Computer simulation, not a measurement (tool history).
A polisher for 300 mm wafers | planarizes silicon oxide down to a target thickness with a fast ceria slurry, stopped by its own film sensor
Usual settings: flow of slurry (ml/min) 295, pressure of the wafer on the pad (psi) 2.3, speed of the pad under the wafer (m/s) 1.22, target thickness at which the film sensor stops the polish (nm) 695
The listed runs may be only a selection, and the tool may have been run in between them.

run    hour  flow of slurry (ml/min)  pressure of the wafer on the pad (psi)  speed of the pad under the wafer (m/s)  target thickness at which the film sensor stops the polish (nm)  wafers since the last listed run  wafers polished on this pad  hours since the slurry nozzle was cleaned  hours since the head pressure was calibrated  incoming thickness of the incoming film, nm  time until the film sensor stopped the polish (s)
  1     0.0                      255                                     2.3                                    1.22                                                              695                                 0                          262                                      170.2                                         224.4                                       1941.1                                               83.1
  2    78.0                      295                                     2.3                                    1.22                                                              695                               660                          922                                      248.2                                         302.4                                       1902.2                                               80.0
  3   143.8                      295                                     2.3                                    1.22                                                              695                               556                         1479                                      314.0                                         368.2                                       1934.8                                               82.6
      155.4  -- head pressure recalibrated
      204.7  -- slurry nozzle cleaned
  4   243.3                      270                                     2.7                                    1.22                                                              695                               816                         2296                                       38.6                                          87.9                                       1938.9                                               74.7
  5   316.6                      270                                     2.7                                    1.22                                                              695                               620                         2916                                      111.9                                         161.2                                       1921.8                                               78.5
      354.1  -- worn pad replaced by a new one
  6   412.4                      270                                     2.7                                    1.22                                                              695                               776                          492                                      207.7                                         257.0                                       1938.5                                               71.6
      524.4  -- head pressure recalibrated
  7   538.7                      295                                     2.3                                    1.22                                                              695                              1051                         1544                                      334.0                                          14.3                                       1930.3                                               83.0
  8   577.4                      295                                     2.3                                    1.22                                                              695                               327                         1872                                      372.7                                          53.0                                       1941.4                                               84.7
      585.2  -- slurry nozzle cleaned
      759.2  -- worn pad replaced by a new one
  9   809.5                      295                                     2.3                                    1.22                                                              695                              1921                          425                                      224.3                                         285.1                                       1934.0                                               83.8
 10   907.8                      295                                     2.5                                    1.22                                                              695                               831                         1257                                      322.6                                         383.4                                       1974.4                                               79.1
      954.5  -- head pressure recalibrated
 11  1009.1                      295                                     2.3                                    1.22                                                              695                               840                         2097                                      423.9                                          54.6                                       1982.4                                               91.4
     1047.4  -- slurry nozzle cleaned
 12  1116.6                      295                                     2.3                                    1.22                                                              695                               901                         2998                                       69.2                                         162.1                                       1930.8                                               89.9
 13  1189.0                      370                                     2.8                                    0.88                                                              386                               612                         3611                                      141.6                                         234.5                                       1962.3                                              122.1
     1203.2  -- worn pad replaced by a new one, of another model than before
 14  1269.9                      260                                     1.9                                    1.22                                                              818                               650                          564                                      222.5                                         315.4                                       1948.6                                               85.4
 15  1334.3                      195                                     2.3                                    1.56                                                              894                               544                         1109                                      286.9                                         379.8                                       1949.2                                               63.8
     1384.7  -- head pressure recalibrated
     1400.5  -- slurry nozzle cleaned
 16  1410.6                      295                                     2.3                                    1.22                                                              695                               620                         1729                                       10.1                                          25.9                                       1913.1                                               81.8
 17  1509.1                      270                                     2.7                                    1.22                                                              695                               833                         2562                                      108.6                                         124.4                                       1953.1                                               80.9
     1586.5  -- worn pad replaced by a new one
 18  1597.8                      295                                     2.3                                    1.22                                                              695                               716                           95                                      197.3                                         213.1                                       1937.6                                               81.7
 19  1637.7                      200                                     1.7                                    0.96                                                              953                               337                          433                                      237.2                                         253.0                                       1908.3                                              105.3
 20  1692.0                      345                                     2.3                                    1.22                                                              695                               459                          892                                      291.5                                         307.3                                       1924.7                                               79.0
 21  1745.8                      220                                     2.6                                    1.22                                                              487                               455                         1347                                      345.3                                         361.1                                       1921.8                                               95.9
     1765.6  -- head pressure recalibrated
 22  1849.0                      210                                     1.8                                    1.22                                                              695                               856                         2204                                      448.5                                          83.4                                       1941.0                                              108.3
     1853.9  -- slurry nozzle cleaned
 23  1924.4                      220                                     2.7                                    1.00                                                              428                               629                         2833                                       70.5                                         158.8                                       1948.0                                              131.3
 24  1997.1                      200                                     1.6                                    1.00                                                              695                               615                         3448                                      143.2                                         231.5                                       1971.3                                              159.6
     2016.2  -- worn pad replaced by a new one
 25  2042.6                      335                                     2.3                                    1.22                                                              695                               351                          223                                      188.7                                         277.0                                       1928.6                                               83.0

Describe how what the log doesn't record of the tool's condition differs between the last listed run preceding each entry between runs and the first listed run following it.
Logged between run 3 and run 4: head pressure recalibrated (hour 155.4); slurry nozzle cleaned (hour 204.7)
  removal rate lost through wear of the pad, %: 2.97 -> 6.18
  measured minus no-state result, time until the film sensor stopped the polish (s): +2.5 -> +4.6
Logged between run 5 and run 6: worn pad replaced by a new one (hour 354.1)
  removal rate lost through wear of the pad, %: 9.46 -> 0.301
  measured minus no-state result, time until the film sensor stopped the polish (s): +7.4 -> +0.2
Logged between run 6 and run 7: head pressure recalibrated (hour 524.4)
  removal rate lost through wear of the pad, %: 0.301 -> 2.51
  measured minus no-state result, time until the film sensor stopped the polish (s): +0.2 -> +2.1
Logged between run 8 and run 9: slurry nozzle cleaned (hour 585.2); worn pad replaced by a new one (hour 759.2)
  removal rate lost through wear of the pad, %: 3.64 -> 1.84
  measured minus no-state result, time until the film sensor stopped the polish (s): +3.1 -> +1.6
Logged between run 10 and run 11: head pressure recalibrated (hour 954.5)
  removal rate lost through wear of the pad, %: 3.25 -> 6.15
  measured minus no-state result, time until the film sensor stopped the polish (s): +2.5 -> +5.7
Logged between run 11 and run 12: slurry nozzle cleaned (hour 1047.4)
  removal rate lost through wear of the pad, %: 6.15 -> 10.8
  measured minus no-state result, time until the film sensor stopped the polish (s): +5.7 -> +9.7
Logged between run 13 and run 14: worn pad replaced by a new one, of another model than before (hour 1203.2)
  removal rate lost through wear of the pad, %: 14.9 -> 0.705
  measured minus no-state result, time until the film sensor stopped the polish (s): +18.2 -> +0.6
Logged between run 15 and run 16: head pressure recalibrated (hour 1384.7); slurry nozzle cleaned (hour 1400.5)
  removal rate lost through wear of the pad, %: 1.62 -> 3.48
  measured minus no-state result, time until the film sensor stopped the polish (s): +1.0 -> +2.8
Logged between run 17 and run 18: worn pad replaced by a new one (hour 1586.5)
  removal rate lost through wear of the pad, %: 7.11 -> 0.552
  measured minus no-state result, time until the film sensor stopped the polish (s): +5.8 -> +0.4
Logged between run 21 and run 22: head pressure recalibrated (hour 1765.6)
  removal rate lost through wear of the pad, %: 2.37 -> 5.5
  measured minus no-state result, time until the film sensor stopped the polish (s): +2.2 -> +5.9
Logged between run 22 and run 23: slurry nozzle cleaned (hour 1853.9)
  removal rate lost through wear of the pad, %: 5.5 -> 8.75
  measured minus no-state result, time until the film sensor stopped the polish (s): +5.9 -> +11.5
Logged between run 24 and run 25: worn pad replaced by a new one (hour 2016.2)
  removal rate lost through wear of the pad, %: 12.7 -> 2.55
  measured minus no-state result, time until the film sensor stopped the polish (s): +20.2 -> +2.1

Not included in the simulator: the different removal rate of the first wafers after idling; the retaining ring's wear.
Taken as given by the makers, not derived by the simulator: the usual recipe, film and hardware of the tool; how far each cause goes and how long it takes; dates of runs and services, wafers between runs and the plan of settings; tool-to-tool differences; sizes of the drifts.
